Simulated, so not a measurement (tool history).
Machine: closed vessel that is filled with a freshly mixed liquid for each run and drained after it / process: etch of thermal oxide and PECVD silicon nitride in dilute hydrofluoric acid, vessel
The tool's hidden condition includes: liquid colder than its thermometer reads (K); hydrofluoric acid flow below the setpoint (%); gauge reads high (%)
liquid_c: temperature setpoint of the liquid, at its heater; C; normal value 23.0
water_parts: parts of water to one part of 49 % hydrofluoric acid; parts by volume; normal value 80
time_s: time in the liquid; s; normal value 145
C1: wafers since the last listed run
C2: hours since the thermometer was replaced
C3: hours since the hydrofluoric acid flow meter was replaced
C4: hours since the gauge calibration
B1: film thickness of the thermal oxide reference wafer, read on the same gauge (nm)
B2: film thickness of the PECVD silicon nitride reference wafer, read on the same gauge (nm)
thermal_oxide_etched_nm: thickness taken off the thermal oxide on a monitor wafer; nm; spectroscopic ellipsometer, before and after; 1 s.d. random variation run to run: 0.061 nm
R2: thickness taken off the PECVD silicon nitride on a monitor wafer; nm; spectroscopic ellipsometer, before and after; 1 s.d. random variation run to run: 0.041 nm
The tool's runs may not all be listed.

run 1 day=0.000 | liquid_c=23.0 water_parts=55 time_s=175 | C1=0 C2=2165.4 C3=850.7 C4=1121.7 | B1=89.98 B2=90.02 | thermal_oxide_etched_nm=15.22 R2=14.33
run 2 day=4.104 | liquid_c=23.0 water_parts=55 time_s=175 | C1=10763 C2=2263.9 C3=949.2 C4=1220.2 | B1=90.01 B2=89.99 | thermal_oxide_etched_nm=15.23 R2=14.39
run 3 day=6.121 | liquid_c=23.0 water_parts=80 time_s=145 | C1=5288 C2=2312.3 C3=997.6 C4=1268.6 | B1=90.02 B2=90.00 | thermal_oxide_etched_nm=8.33 R2=8.25
run 4 day=10.100 | liquid_c=23.0 water_parts=80 time_s=145 | C1=10435 C2=2407.8 C3=1093.1 C4=1364.1 | B1=89.97 B2=89.98 | thermal_oxide_etched_nm=8.47 R2=8.23
run 5 day=20.288 | liquid_c=20.5 water_parts=80 time_s=145 | C1=26716 C2=2652.3 C3=1337.6 C4=1608.6 | B1=90.01 B2=90.03 | thermal_oxide_etched_nm=7.54 R2=6.96
run 6 day=22.308 | liquid_c=20.5 water_parts=80 time_s=145 | C1=5299 C2=2700.8 C3=1386.1 C4=1657.1 | B1=90.01 B2=90.00 | thermal_oxide_etched_nm=7.48 R2=6.97
run 7 day=25.617 | liquid_c=20.5 water_parts=80 time_s=145 | C1=8676 C2=2780.2 C3=1465.5 C4=1736.5 | B1=89.99 B2=90.01 | thermal_oxide_etched_nm=7.53 R2=6.95
run 8 day=29.612 | liquid_c=23.0 water_parts=80 time_s=180 | C1=10479 C2=2876.1 C3=1561.4 C4=1832.4 | B1=90.03 B2=89.98 | thermal_oxide_etched_nm=10.45 R2=10.13
-- day=30.250 gauge calibrated
run 9 day=32.621 | liquid_c=23.0 water_parts=80 time_s=180 | C1=7889 C2=2948.3 C3=1633.6 C4=56.9 | B1=90.02 B2=90.00 | thermal_oxide_etched_nm=10.53 R2=10.26
run 10 day=34.746 | liquid_c=23.0 water_parts=80 time_s=180 | C1=5572 C2=2999.3 C3=1684.6 C4=107.9 | B1=89.99 B2=89.97 | thermal_oxide_etched_nm=10.55 R2=10.16
run 11 day=39.175 | liquid_c=23.0 water_parts=80 time_s=145 | C1=11615 C2=3105.6 C3=1790.9 C4=214.2 | B1=90.02 B2=89.98 | thermal_oxide_etched_nm=8.51 R2=8.23
run 12 day=43.229 | liquid_c=23.0 water_parts=55 time_s=185 | C1=10632 C2=3202.9 C3=1888.2 C4=311.5 | B1=90.03 B2=89.97 | thermal_oxide_etched_nm=16.12 R2=15.10
-- day=44.104 hydrofluoric acid flow meter replaced
-- day=45.854 thermometer replaced
run 13 day=46.154 | liquid_c=23.0 water_parts=80 time_s=220 | C1=7452 C2=7.2 C3=49.2 C4=381.7 | B1=89.98 B2=89.98 | thermal_oxide_etched_nm=12.71 R2=12.46
run 14 day=50.258 | liquid_c=18.5 water_parts=95 time_s=215 | C1=10763 C2=105.7 C3=147.7 C4=480.2 | B1=90.00 B2=89.99 | thermal_oxide_etched_nm=8.55 R2=7.58
run 15 day=52.846 | liquid_c=23.0 water_parts=80 time_s=190 | C1=6785 C2=167.8 C3=209.8 C4=542.3 | B1=90.01 B2=90.01 | thermal_oxide_etched_nm=11.01 R2=10.85
run 16 day=55.021 | liquid_c=23.0 water_parts=80 time_s=145 | C1=5703 C2=220.0 C3=262.0 C4=594.5 | B1=90.04 B2=90.01 | thermal_oxide_etched_nm=8.40 R2=8.18
run 17 day=58.400 | liquid_c=20.5 water_parts=110 time_s=80 | C1=8861 C2=301.1 C3=343.1 C4=675.6 | B1=89.96 B2=90.02 | thermal_oxide_etched_nm=2.92 R2=2.80
run 18 day=60.125 | liquid_c=21.5 water_parts=65 time_s=120 | C1=4523 C2=342.5 C3=384.5 C4=717.0 | B1=90.02 B2=89.97 | thermal_oxide_etched_nm=8.28 R2=7.56

The next listed run, before its measurement:
run 19 day=61.871 | liquid_c=23.0 water_parts=80 time_s=180 | C1=4578 C2=384.4 C3=426.4 C4=758.9 | B1=? B2=? | thermal_oxide_etched_nm=? R2=?

Logged for run 19: B1 90.01, B2 90.03, thermal_oxide_etched_nm 10.49 nm, R2 10.19 nm.
Were there no unlogged condition in the tool, this run, its random variation unchanged, would have produced thermal_oxide_etched_nm 10.49 nm, R2 10.19 nm.
